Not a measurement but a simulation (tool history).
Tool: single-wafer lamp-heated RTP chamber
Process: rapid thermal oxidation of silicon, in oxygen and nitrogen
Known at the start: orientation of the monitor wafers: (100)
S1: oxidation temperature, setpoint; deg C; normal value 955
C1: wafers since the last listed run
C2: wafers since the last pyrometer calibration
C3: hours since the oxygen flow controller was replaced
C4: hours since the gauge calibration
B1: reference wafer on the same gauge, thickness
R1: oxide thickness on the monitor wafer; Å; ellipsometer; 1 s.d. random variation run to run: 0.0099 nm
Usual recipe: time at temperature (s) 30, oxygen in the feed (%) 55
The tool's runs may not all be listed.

Run 1, hour 0: usual settings but S1 936 deg C; C1 0; C2 3446; C3 2353.1; C4 303.6; B1 3.13. Result: R1 28.9 Å.
Run 2, hour 40.3: usual settings but S1 936 deg C; C1 371; C2 3818; C3 2393.4; C4 343.9; B1 3.129. Result: R1 28.95 Å.
Run 3, hour 85.6: usual settings but S1 936 deg C; C1 418; C2 4236; C3 2438.7; C4 389.2; B1 3.13. Result: R1 29.05 Å.
Run 4, hour 123.9: usual settings; C1 353; C2 4589; C3 2477; C4 427.5; B1 3.13. Result: R1 31.53 Å.
Run 5, hour 163.2: usual settings; C1 362; C2 4952; C3 2516.3; C4 466.8; B1 3.129. Result: R1 31.56 Å.
Run 6, hour 207.3: usual settings; C1 406; C2 5359; C3 2560.4; C4 510.9; B1 3.131. Result: R1 31.59 Å.
Run 7, hour 405.5: usual settings; C1 1829; C2 7188; C3 2758.6; C4 709.1; B1 3.13. Result: R1 31.86 Å.
Run 8, hour 457.4: usual settings; C1 478; C2 7667; C3 2810.5; C4 761; B1 3.127. Result: R1 31.9 Å.
At hour 504.8: oxygen flow controller replaced.
At hour 509.9: gauge calibrated.
Run 9, hour 521.5: usual settings; C1 517; C2 8185; C3 16.7; C4 11.6; B1 3.128. Result: R1 31.93 Å.
At hour 530.7: pyrometer window cleaned and pyrometer calibrated.
Run 10, hour 551.5: usual settings but oxygen in the feed (%) 70; C1 203; C2 191; C3 46.7; C4 41.6; B1 3.129. Result: R1 33.06 Å.
Run 11, hour 593.9: usual settings but oxygen in the feed (%) 70; C1 391; C2 582; C3 89.1; C4 84; B1 3.132. Result: R1 32.89 Å.
Run 12, hour 684.6: usual settings but oxygen in the feed (%) 70; C1 837; C2 1419; C3 179.8; C4 174.7; B1 3.128. Result: R1 32.96 Å.
Run 13, hour 743.7: usual settings; C1 545; C2 1965; C3 238.9; C4 233.8; B1 3.131. Result: R1 31.3 Å.

For run 14, what comes out?
Run 14, hour 783.7: usual settings but S1 929 deg C, time at temperature (s) 42, oxygen in the feed (%) 39; C1 369; C2 2334; C3 278.9; C4 273.8; B1 ?. Result: R1 ?.

B1: 3.132
R1: 28.96 Å
With no hidden state in the tool, this same run would have given R1 28.89 Å.
